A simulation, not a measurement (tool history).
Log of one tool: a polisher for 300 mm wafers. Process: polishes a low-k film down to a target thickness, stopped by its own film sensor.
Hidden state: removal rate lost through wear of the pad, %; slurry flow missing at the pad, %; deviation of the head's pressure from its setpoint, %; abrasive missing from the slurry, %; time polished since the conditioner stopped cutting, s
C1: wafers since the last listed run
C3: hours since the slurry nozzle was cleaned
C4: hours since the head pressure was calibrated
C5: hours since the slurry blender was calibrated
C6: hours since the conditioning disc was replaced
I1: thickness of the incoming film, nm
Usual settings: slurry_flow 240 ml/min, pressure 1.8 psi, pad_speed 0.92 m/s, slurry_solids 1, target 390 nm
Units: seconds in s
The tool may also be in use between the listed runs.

{"run": 1, "hour": 0.0, "slurry_flow": 240, "pressure": 1.8, "pad_speed": 0.72, "slurry_solids": 1, "target": 390, "C1": 0, "wafers polished on this pad": 978, "C3": 667.1, "C4": 196.6, "C5": 117.2, "C6": 204.6, "I1": 440.3, "seconds": 244.3}
{"run": 2, "hour": 15.7, "slurry_flow": 240, "pressure": 1.8, "pad_speed": 0.72, "slurry_solids": 1, "target": 390, "C1": 96, "wafers polished on this pad": 1075, "C3": 682.8, "C4": 212.3, "C5": 132.9, "C6": 220.3, "I1": 445.6, "seconds": 270.1}
{"run": 3, "hour": 31.8, "slurry_flow": 240, "pressure": 1.5, "pad_speed": 0.92, "slurry_solids": 1, "target": 390, "C1": 98, "wafers polished on this pad": 1174, "C3": 698.9, "C4": 228.4, "C5": 149, "C6": 236.4, "I1": 446, "seconds": 268.1}
{"run": 4, "hour": 40.6, "slurry_flow": 240, "pressure": 2, "pad_speed": 0.92, "slurry_solids": 1, "target": 390, "C1": 54, "wafers polished on this pad": 1228, "C3": 707.7, "C4": 237.2, "C5": 157.8, "C6": 245.2, "I1": 448.4, "seconds": 223.3}
{"run": 5, "hour": 51.5, "slurry_flow": 240, "pressure": 2, "pad_speed": 0.92, "slurry_solids": 1, "target": 390, "C1": 66, "wafers polished on this pad": 1295, "C3": 718.6, "C4": 248.1, "C5": 168.7, "C6": 256.1, "I1": 437.3, "seconds": 177.5}
{"hour": 62.8, "done": "worn pad replaced by a new one"}
{"run": 6, "hour": 66.8, "slurry_flow": 240, "pressure": 2, "pad_speed": 0.92, "slurry_solids": 1, "target": 390, "C1": 69, "wafers polished on this pad": 24, "C3": 733.9, "C4": 263.4, "C5": 184, "C6": 271.4, "I1": 442.7, "seconds": 199.1}
{"hour": 111.2, "done": "slurry nozzle cleaned"}
{"run": 7, "hour": 111.7, "slurry_flow": 240, "pressure": 1.8, "pad_speed": 0.92, "slurry_solids": 1, "target": 390, "C1": 269, "wafers polished on this pad": 294, "C3": 0.5, "C4": 308.3, "C5": 228.9, "C6": 316.3, "I1": 437.5, "seconds": 195.9}
{"run": 8, "hour": 120.2, "slurry_flow": 240, "pressure": 1.8, "pad_speed": 0.92, "slurry_solids": 1, "target": 390, "C1": 52, "wafers polished on this pad": 346, "C3": 9, "C4": 316.8, "C5": 237.4, "C6": 324.8, "I1": 444, "seconds": 229.1}
{"run": 9, "hour": 156.7, "slurry_flow": 240, "pressure": 1.8, "pad_speed": 0.92, "slurry_solids": 1, "target": 390, "C1": 224, "wafers polished on this pad": 570, "C3": 45.5, "C4": 353.3, "C5": 273.9, "C6": 361.3, "I1": 434.2, "seconds": 183.9}
{"run": 10, "hour": 171.6, "slurry_flow": 305, "pressure": 1.8, "pad_speed": 0.92, "slurry_solids": 1, "target": 390, "C1": 91, "wafers polished on this pad": 662, "C3": 60.4, "C4": 368.2, "C5": 288.8, "C6": 376.2, "I1": 443.8, "seconds": 219.4}
{"run": 11, "hour": 178.1, "slurry_flow": 240, "pressure": 1.8, "pad_speed": 0.92, "slurry_solids": 1, "target": 395, "C1": 39, "wafers polished on this pad": 702, "C3": 66.9, "C4": 374.7, "C5": 295.3, "C6": 382.7, "I1": 446.4, "seconds": 213.8}
{"hour": 194.0, "done": "head pressure recalibrated"}
{"run": 12, "hour": 194.4, "slurry_flow": 240, "pressure": 1.8, "pad_speed": 0.92, "slurry_solids": 1, "target": 390, "C1": 87, "wafers polished on this pad": 790, "C3": 83.2, "C4": 0.4, "C5": 311.6, "C6": 399, "I1": 440.2, "seconds": 213.1}
{"run": 13, "hour": 202.9, "slurry_flow": 240, "pressure": 1.8, "pad_speed": 0.92, "slurry_solids": 1, "target": 390, "C1": 52, "wafers polished on this pad": 842, "C3": 91.7, "C4": 8.9, "C5": 320.1, "C6": 407.5, "I1": 434.6, "seconds": 192.1}
{"run": 14, "hour": 218.7, "slurry_flow": 240, "pressure": 1.8, "pad_speed": 0.92, "slurry_solids": 1, "target": 390, "C1": 97, "wafers polished on this pad": 939, "C3": 107.5, "C4": 24.7, "C5": 335.9, "C6": 423.3, "I1": 447.1, "seconds": 238.6}
{"hour": 231.5, "done": "conditioning disc replaced and pad reconditioned"}
{"hour": 236.3, "done": "slurry blender recalibrated"}
{"run": 15, "hour": 236.8, "slurry_flow": 300, "pressure": 1.8, "pad_speed": 0.92, "slurry_solids": 1, "target": 390, "C1": 86, "wafers polished on this pad": 1026, "C3": 125.6, "C4": 42.8, "C5": 0.5, "C6": 5.3, "I1": 446.6, "seconds": 191.7}
{"hour": 241.2, "done": "worn pad replaced by a new one"}
{"run": 16, "hour": 253.0, "slurry_flow": 240, "pressure": 1.8, "pad_speed": 1.14, "slurry_solids": 1, "target": 380, "C1": 74, "wafers polished on this pad": 72, "C3": 141.8, "C4": 59, "C5": 16.7, "C6": 21.5, "I1": 448.8, "seconds": 210.1}
{"run": 17, "hour": 267.3, "slurry_flow": 240, "pressure": 2, "pad_speed": 0.62, "slurry_solids": 1, "target": 378, "C1": 87, "wafers polished on this pad": 160, "C3": 156.1, "C4": 73.3, "C5": 31, "C6": 35.8, "I1": 437.9, "seconds": 268.2}
{"run": 18, "hour": 273.8, "slurry_flow": 240, "pressure": 2.1, "pad_speed": 0.92, "slurry_solids": 1.1, "target": 390, "C1": 39, "wafers polished on this pad": 200, "C3": 162.6, "C4": 79.8, "C5": 37.5, "C6": 42.3, "I1": 440.5, "seconds": 153.4}
{"run": 19, "hour": 288.3, "slurry_flow": 240, "pressure": 1.3, "pad_speed": 0.92, "slurry_solids": 1.25, "target": 385, "C1": 89, "wafers polished on this pad": 289, "C3": 177.1, "C4": 94.3, "C5": 52, "C6": 56.8, "I1": 446.7, "seconds": 281.1}
{"run": 20, "hour": 305.4, "slurry_flow": 240, "pressure": 1.6, "pad_speed": 0.92, "slurry_solids": 1.1, "target": 406, "C1": 105, "wafers polished on this pad": 394, "C3": 194.2, "C4": 111.4, "C5": 69.1, "C6": 73.9, "I1": 433.9, "seconds": 110.9}

Forecast each of these 5 alternatives for the next run:
{"run": "A", "hour": 305.9, "slurry_flow": 240, "pressure": 1.8, "pad_speed": 0.92, "slurry_solids": 1, "target": 390, "C1": 3, "wafers polished on this pad": 397, "C3": 194.7, "C4": 111.9, "C5": 69.6, "C6": 74.4, "I1": 432.7, "seconds": "?"}
{"run": "B", "hour": 305.9, "slurry_flow": 310, "pressure": 1.8, "pad_speed": 1.02, "slurry_solids": 1, "target": 390, "C1": 3, "wafers polished on this pad": 397, "C3": 194.7, "C4": 111.9, "C5": 69.6, "C6": 74.4, "I1": 432.7, "seconds": "?"}
{"run": "C", "hour": 305.9, "slurry_flow": 240, "pressure": 1.8, "pad_speed": 1.18, "slurry_solids": 1, "target": 400, "C1": 3, "wafers polished on this pad": 397, "C3": 194.7, "C4": 111.9, "C5": 69.6, "C6": 74.4, "I1": 432.7, "seconds": "?"}
{"run": "D", "hour": 305.9, "slurry_flow": 285, "pressure": 2.1, "pad_speed": 0.92, "slurry_solids": 1, "target": 376, "C1": 3, "wafers polished on this pad": 397, "C3": 194.7, "C4": 111.9, "C5": 69.6, "C6": 74.4, "I1": 432.7, "seconds": "?"}
{"run": "E", "hour": 305.9, "slurry_flow": 240, "pressure": 1.3, "pad_speed": 0.92, "slurry_solids": 1, "target": 397, "C1": 3, "wafers polished on this pad": 397, "C3": 194.7, "C4": 111.9, "C5": 69.6, "C6": 74.4, "I1": 432.7, "seconds": "?"}

run=A seconds=163.8
run=B seconds=148.6
run=C seconds=105.6
run=D seconds=186.2
run=E seconds=184.1
Without the tool's hidden state the same runs would have given:
run=A seconds=143.2
run=B seconds=128.5
run=C seconds=89.8
run=D seconds=160.1
run=E seconds=165.7

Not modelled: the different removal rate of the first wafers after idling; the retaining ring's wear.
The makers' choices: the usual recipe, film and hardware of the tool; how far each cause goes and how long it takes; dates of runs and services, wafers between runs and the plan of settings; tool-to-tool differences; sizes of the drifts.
